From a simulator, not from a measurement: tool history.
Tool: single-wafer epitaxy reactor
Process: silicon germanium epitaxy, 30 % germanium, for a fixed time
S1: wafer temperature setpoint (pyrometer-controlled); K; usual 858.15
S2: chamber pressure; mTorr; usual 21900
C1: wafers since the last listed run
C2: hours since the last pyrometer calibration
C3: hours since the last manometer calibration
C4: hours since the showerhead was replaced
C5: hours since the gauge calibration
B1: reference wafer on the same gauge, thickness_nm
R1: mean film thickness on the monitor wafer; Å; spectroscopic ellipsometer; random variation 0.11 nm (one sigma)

Run 1, hour 0: usual settings; C1 0; C2 883.1; C3 443.5; C4 3393.7; C5 2097.6; B1 47.965. Result: R1 444.12 Å.
Run 2, hour 77.7: usual settings; C1 1220; C2 960.8; C3 521.2; C4 3471.4; C5 2175.3; B1 48.026. Result: R1 447.05 Å.
Run 3, hour 182.4: usual settings; C1 1644; C2 1065.5; C3 625.9; C4 3576.1; C5 2280; B1 47.988. Result: R1 445.66 Å.
Run 4, hour 246.7: usual settings; C1 1010; C2 1129.8; C3 690.2; C4 3640.4; C5 2344.3; B1 48.009. Result: R1 446.36 Å.
Run 5, hour 286.3: usual settings; C1 622; C2 1169.4; C3 729.8; C4 3680; C5 2383.9; B1 47.979. Result: R1 442.87 Å.
Run 6, hour 331.5: usual settings; C1 709; C2 1214.6; C3 775; C4 3725.2; C5 2429.1; B1 48.083. Result: R1 445.25 Å.
Run 7, hour 398.9: usual settings; C1 1058; C2 1282; C3 842.4; C4 3792.6; C5 2496.5; B1 47.916. Result: R1 446.45 Å.
Run 8, hour 494.3: usual settings; C1 1498; C2 1377.4; C3 937.8; C4 3888; C5 2591.9; B1 47.98. Result: R1 444.52 Å.
Run 9, hour 556.7: usual settings; C1 980; C2 1439.8; C3 1000.2; C4 3950.4; C5 2654.3; B1 47.943. Result: R1 443.98 Å.
Run 10, hour 627.2: usual settings; C1 1107; C2 1510.3; C3 1070.7; C4 4020.9; C5 2724.8; B1 47.971. Result: R1 443.34 Å.
Run 11, hour 675: usual settings but S1 851.15 K; C1 750; C2 1558.1; C3 1118.5; C4 4068.7; C5 2772.6; B1 48.013. Result: R1 388.34 Å.
At hour 752.6: gauge calibrated.
Run 12, hour 759: usual settings but S1 851.15 K; C1 1319; C2 1642.1; C3 1202.5; C4 4152.7; C5 6.4; B1 48.025. Result: R1 387.03 Å.
Run 13, hour 830.9: usual settings; C1 1129; C2 1714; C3 1274.4; C4 4224.6; C5 78.3; B1 47.948. Result: R1 446.3 Å.
At hour 862.1: pyrometer calibrated.
Run 14, hour 904.5: usual settings; C1 1030; C2 42.4; C3 1348; C4 4298.2; C5 151.9; B1 47.954. Result: R1 444.54 Å.
Run 15, hour 1175.7: usual settings; C1 4259; C2 313.6; C3 1619.2; C4 4569.4; C5 423.1; B1 47.989. Result: R1 444.2 Å.
Run 16, hour 1228: usual settings; C1 821; C2 365.9; C3 1671.5; C4 4621.7; C5 475.4; B1 47.916. Result: R1 444.54 Å.
At hour 1245.4: capacitance manometer re-zeroed and calibrated.
At hour 1266: showerhead replaced.
Run 17, hour 1305.1: usual settings but S1 873.15 K, S2 16700 mTorr; C1 959; C2 443; C3 59.7; C4 39.1; C5 552.5; B1 48.028. Result: R1 563.42 Å.
Run 18, hour 1389.9: usual settings but S1 844.15 K, S2 25400 mTorr; C1 1332; C2 527.8; C3 144.5; C4 123.9; C5 637.3; B1 47.958. Result: R1 347.82 Å.
Run 19, hour 1487.6: usual settings; C1 1534; C2 625.5; C3 242.2; C4 221.6; C5 735; B1 48.045. Result: R1 443.5 Å.
Run 20, hour 1551.2: usual settings; C1 999; C2 689.1; C3 305.8; C4 285.2; C5 798.6; B1 47.989. Result: R1 442.56 Å.
Run 21, hour 1607.3: usual settings but S2 23600 mTorr; C1 881; C2 745.2; C3 361.9; C4 341.3; C5 854.7; B1 47.972. Result: R1 450.57 Å.
Run 22, hour 1715.3: usual settings but S1 873.15 K, S2 18200 mTorr; C1 1696; C2 853.2; C3 469.9; C4 449.3; C5 962.7; B1 48.056. Result: R1 573.38 Å.
Run 23, hour 1818.1: usual settings but S1 847.15 K; C1 1614; C2 956; C3 572.7; C4 552.1; C5 1065.5; B1 47.929. Result: R1 356.98 Å.
Run 24, hour 1866.9: usual settings; C1 766; C2 1004.8; C3 621.5; C4 600.9; C5 1114.3; B1 47.999. Result: R1 445.52 Å.
Run 25, hour 1937.6: usual settings but S1 868.15 K; C1 1110; C2 1075.5; C3 692.2; C4 671.6; C5 1185; B1 48.07. Result: R1 538.35 Å.
Run 26, hour 2019.3: usual settings but S1 850.15 K; C1 1283; C2 1157.2; C3 773.9; C4 753.3; C5 1266.7; B1 48.008. Result: R1 381.73 Å.
Run 27, hour 2094.3: usual settings but S2 26600 mTorr; C1 1178; C2 1232.2; C3 848.9; C4 828.3; C5 1341.7; B1 47.94. Result: R1 463.47 Å.
Run 28, hour 2134.8: usual settings but S1 870.15 K, S2 25300 mTorr; C1 636; C2 1272.7; C3 889.4; C4 868.8; C5 1382.2; B1 47.962. Result: R1 580.92 Å.
Run 29, hour 2172.9: usual settings but S1 871.15 K; C1 598; C2 1310.8; C3 927.5; C4 906.9; C5 1420.3; B1 48.013. Result: R1 572.36 Å.

5 ways to go on from here, each from the tool as it stands after run 29. What would each give?
Run A, hour 2173.3: usual settings; C1 6; C2 1311.2; C3 927.9; C4 907.3; C5 1420.7; B1 ?. Result: R1 ?.
Run B, hour 2173.3: usual settings but S1 871.15 K, S2 23300 mTorr; C1 6; C2 1311.2; C3 927.9; C4 907.3; C5 1420.7; B1 ?. Result: R1 ?.
Run C, hour 2173.3: usual settings but S1 853.15 K; C1 6; C2 1311.2; C3 927.9; C4 907.3; C5 1420.7; B1 ?. Result: R1 ?.
Run D, hour 2173.3: usual settings but S1 864.15 K, S2 24700 mTorr; C1 6; C2 1311.2; C3 927.9; C4 907.3; C5 1420.7; B1 ?. Result: R1 ?.
Run E, hour 2173.3: usual settings but S2 16600 mTorr; C1 6; C2 1311.2; C3 927.9; C4 907.3; C5 1420.7; B1 ?. Result: R1 ?.

run      B1      R1
  A  48.011  445.49
  B  48.011  581.02
  C  48.011  403.55
  D  48.011  514.84
  E  48.011  420.34
Without the tool's hidden state the same runs would have given:
run      R1
  A  445.49
  B  581.02
  C  403.55
  D  514.84
  E  420.34
